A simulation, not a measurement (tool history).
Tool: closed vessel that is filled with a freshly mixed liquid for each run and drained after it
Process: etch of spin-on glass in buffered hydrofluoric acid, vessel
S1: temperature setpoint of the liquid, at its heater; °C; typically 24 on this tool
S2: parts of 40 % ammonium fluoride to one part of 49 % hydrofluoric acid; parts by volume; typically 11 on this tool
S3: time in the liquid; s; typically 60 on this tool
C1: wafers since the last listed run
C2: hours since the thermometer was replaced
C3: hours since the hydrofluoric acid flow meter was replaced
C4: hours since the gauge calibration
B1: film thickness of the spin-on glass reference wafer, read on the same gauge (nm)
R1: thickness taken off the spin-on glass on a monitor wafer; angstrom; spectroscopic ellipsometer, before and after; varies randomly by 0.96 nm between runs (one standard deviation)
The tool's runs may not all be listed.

run 1 hour=0 | S1=24 S2=11 S3=35 | C1=0 C2=1257.2 C3=1849 C4=450.6 | B1=120.03 | R1=1588.9
run 2 hour=11.2 | S1=24 S2=11 S3=60 | C1=1291 C2=1268.4 C3=1860.2 C4=461.8 | B1=119.97 | R1=2700
run 3 hour=28.9 | S1=24 S2=11 S3=60 | C1=2040 C2=1286.1 C3=1877.9 C4=479.5 | B1=120 | R1=2711.6
run 4 hour=43.7 | S1=24 S2=11 S3=60 | C1=1706 C2=1300.9 C3=1892.7 C4=494.3 | B1=120.02 | R1=2690.1
run 5 hour=55.4 | S1=24 S2=11 S3=60 | C1=1348 C2=1312.6 C3=1904.4 C4=506 | B1=120.01 | R1=2702.7
run 6 hour=67.9 | S1=24 S2=11 S3=60 | C1=1440 C2=1325.1 C3=1916.9 C4=518.5 | B1=120.01 | R1=2704.1
run 7 hour=78.7 | S1=24 S2=11 S3=60 | C1=1244 C2=1335.9 C3=1927.7 C4=529.3 | B1=120.01 | R1=2725.3
run 8 hour=84.7 | S1=24 S2=11 S3=60 | C1=691 C2=1341.9 C3=1933.7 C4=535.3 | B1=120.02 | R1=2705.3
-- hour=128 gauge calibrated
-- hour=132.4 hydrofluoric acid flow meter replaced
run 9 hour=134.1 | S1=24 S2=8.5 S3=60 | C1=5579 C2=1391.3 C3=1.7 C4=6.1 | B1=120.02 | R1=3036.2
run 10 hour=152 | S1=24 S2=8.5 S3=60 | C1=2063 C2=1409.2 C3=19.6 C4=24 | B1=120.02 | R1=3050.8
run 11 hour=161.3 | S1=24 S2=11 S3=60 | C1=1072 C2=1418.5 C3=28.9 C4=33.3 | B1=119.99 | R1=2449.4
run 12 hour=188.6 | S1=24 S2=11 S3=60 | C1=3146 C2=1445.8 C3=56.2 C4=60.6 | B1=119.99 | R1=2453.1
run 13 hour=204.8 | S1=28.5 S2=11 S3=70 | C1=1867 C2=1462 C3=72.4 C4=76.8 | B1=119.99 | R1=3629
run 14 hour=216.5 | S1=24 S2=11 S3=60 | C1=1348 C2=1473.7 C3=84.1 C4=88.5 | B1=119.98 | R1=2446
run 15 hour=225.8 | S1=24 S2=11 S3=60 | C1=1072 C2=1483 C3=93.4 C4=97.8 | B1=119.97 | R1=2439.3
run 16 hour=248.3 | S1=24 S2=11 S3=60 | C1=2593 C2=1505.5 C3=115.9 C4=120.3 | B1=120 | R1=2464.1
run 17 hour=258.5 | S1=22 S2=7.5 S3=45 | C1=1175 C2=1515.7 C3=126.1 C4=130.5 | B1=119.98 | R1=2349
run 18 hour=268.2 | S1=28.5 S2=8 S3=40 | C1=1118 C2=1525.4 C3=135.8 C4=140.2 | B1=119.96 | R1=2777.4
run 19 hour=285.7 | S1=19 S2=7.5 S3=85 | C1=2017 C2=1542.9 C3=153.3 C4=157.7 | B1=120 | R1=3791.2
run 20 hour=298 | S1=28 S2=12.5 S3=80 | C1=1417 C2=1555.2 C3=165.6 C4=170 | B1=119.99 | R1=3585.6
-- hour=301.8 thermometer replaced
run 21 hour=313.2 | S1=19 S2=15 S3=70 | C1=1636 C2=11.4 C3=180.8 C4=185.2 | B1=120.05 | R1=1602.1
run 22 hour=320.7 | S1=28 S2=12.5 S3=80 | C1=864 C2=18.9 C3=188.3 C4=192.7 | B1=120.01 | R1=3596.4
run 23 hour=334.4 | S1=24 S2=11 S3=60 | C1=1579 C2=32.6 C3=202 C4=206.4 | B1=119.98 | R1=2454.8
run 24 hour=342.1 | S1=27 S2=6.5 S3=40 | C1=887 C2=40.3 C3=209.7 C4=214.1 | B1=120.01 | R1=3159.9
run 25 hour=358.8 | S1=24 S2=8 S3=80 | C1=1925 C2=57 C3=226.4 C4=230.8 | B1=120.01 | R1=4416.6
run 26 hour=367.2 | S1=27 S2=14.5 S3=60 | C1=968 C2=65.4 C3=234.8 C4=239.2 | B1=120.01 | R1=2212.6
run 27 hour=385.1 | S1=24 S2=13 S3=60 | C1=2063 C2=83.3 C3=252.7 C4=257.1 | B1=120.01 | R1=2108.3
run 28 hour=400.9 | S1=24 S2=11 S3=50 | C1=1821 C2=99.1 C3=268.5 C4=272.9 | B1=119.99 | R1=2061.2
run 29 hour=417.7 | S1=24 S2=11 S3=60 | C1=1936 C2=115.9 C3=285.3 C4=289.7 | B1=119.96 | R1=2468.6
run 30 hour=424.7 | S1=19.5 S2=13.5 S3=40 | C1=806 C2=122.9 C3=292.3 C4=296.7 | B1=119.99 | R1=1053.7
run 31 hour=435.1 | S1=21 S2=11 S3=60 | C1=1198 C2=133.3 C3=302.7 C4=307.1 | B1=119.97 | R1=2102.9
run 32 hour=448.9 | S1=24 S2=11 S3=60 | C1=1590 C2=147.1 C3=316.5 C4=320.9 | B1=120.04 | R1=2495.2

Branching from run 32: 5 alternative next runs. What would each branch give?
run A hour=449.6 | S1=24 S2=11 S3=60 | C1=80 C2=147.8 C3=317.2 C4=321.6 | B1=? | R1=?
run B hour=449.6 | S1=24 S2=11 S3=75 | C1=80 C2=147.8 C3=317.2 C4=321.6 | B1=? | R1=?
run C hour=449.6 | S1=24 S2=9 S3=60 | C1=80 C2=147.8 C3=317.2 C4=321.6 | B1=? | R1=?
run D hour=449.6 | S1=28.5 S2=11 S3=60 | C1=80 C2=147.8 C3=317.2 C4=321.6 | B1=? | R1=?
run E hour=449.6 | S1=24 S2=11 S3=80 | C1=80 C2=147.8 C3=317.2 C4=321.6 | B1=? | R1=?

run=A B1=119.97 R1=2479.6
run=B B1=119.97 R1=3099.5
run=C B1=119.97 R1=2913.2
run=D B1=119.97 R1=3158
run=E B1=119.97 R1=3306.1
With the hidden condition removed and each run's random variation left untouched, the same runs would have given:
run=A R1=2434.8
run=B R1=3043.5
run=C R1=2854.5
run=D R1=3101
run=E R1=3246.4

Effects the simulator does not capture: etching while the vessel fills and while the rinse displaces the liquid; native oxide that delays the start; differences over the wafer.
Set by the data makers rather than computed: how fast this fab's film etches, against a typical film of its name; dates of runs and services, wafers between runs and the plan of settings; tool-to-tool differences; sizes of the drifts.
